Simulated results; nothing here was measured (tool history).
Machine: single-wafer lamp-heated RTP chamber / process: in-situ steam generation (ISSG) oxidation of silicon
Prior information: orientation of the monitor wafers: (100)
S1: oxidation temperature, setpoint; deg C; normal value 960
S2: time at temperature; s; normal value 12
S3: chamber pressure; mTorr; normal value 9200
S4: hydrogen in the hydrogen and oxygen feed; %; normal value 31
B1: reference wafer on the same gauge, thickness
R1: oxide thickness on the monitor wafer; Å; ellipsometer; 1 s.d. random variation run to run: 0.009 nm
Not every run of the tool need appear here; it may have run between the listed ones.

run   hour   S1  S2     S3  S4     B1     R1
  1      0  960  12  10100  31  4.698  39.48
  2   26.3  960  12  10100  31  4.701  39.53
  3   83.3  960  12   9200  31  4.705  40.42
  4  147.3  960  12   8400  31  4.697  40.97
  5  211.3  960  12   8400  31    4.7  41.01
  6  250.6  960  12   8400  31    4.7   41.1
  7  321.4  960  12   9200  31  4.698  40.59
  8  369.5  968  12   9200  31    4.7  41.29
  9  418.9  949  13   9200  31  4.695  40.66
 10  486.8  960  12   9200  31    4.7  40.06
 11  524.3  960  12   9200  31    4.7  40.13
 12  586.8  960  16   9200  31  4.701  44.81
 13    634  960  17  10200  26  4.699  43.11
 14  685.7  967  17  10200  24  4.699  43.31
 15  716.9  960  14   9200  32    4.7  43.12

Removed from this log: 4 entries logged between the listed runs. Between which two listed runs does each belong, and how does the tool's hidden state at the listed run before it compare with that at the listed run after it?
From run 6 to run 7: pressure gauge zeroed (hour 286.4)
  true wafer temperature minus pyrometer reading, K: 3.86 -> 4.23
  difference, measured minus the result without the unlogged condition, R1: +0.42 -> +0.45 Å
From run 9 to run 10: hydrogen flow controller replaced (hour 481.4); pyrometer window cleaned and pyrometer calibrated (hour 486.3)
  true wafer temperature minus pyrometer reading, K: 4.75 -> 0.309
  difference, measured minus the result without the unlogged condition, R1: +0.49 -> +0.03 Å
From run 11 to run 12: gauge calibrated (hour 530.8)
  true wafer temperature minus pyrometer reading, K: 0.509 -> 0.841
  difference, measured minus the result without the unlogged condition, R1: +0.06 -> +0.11 Å
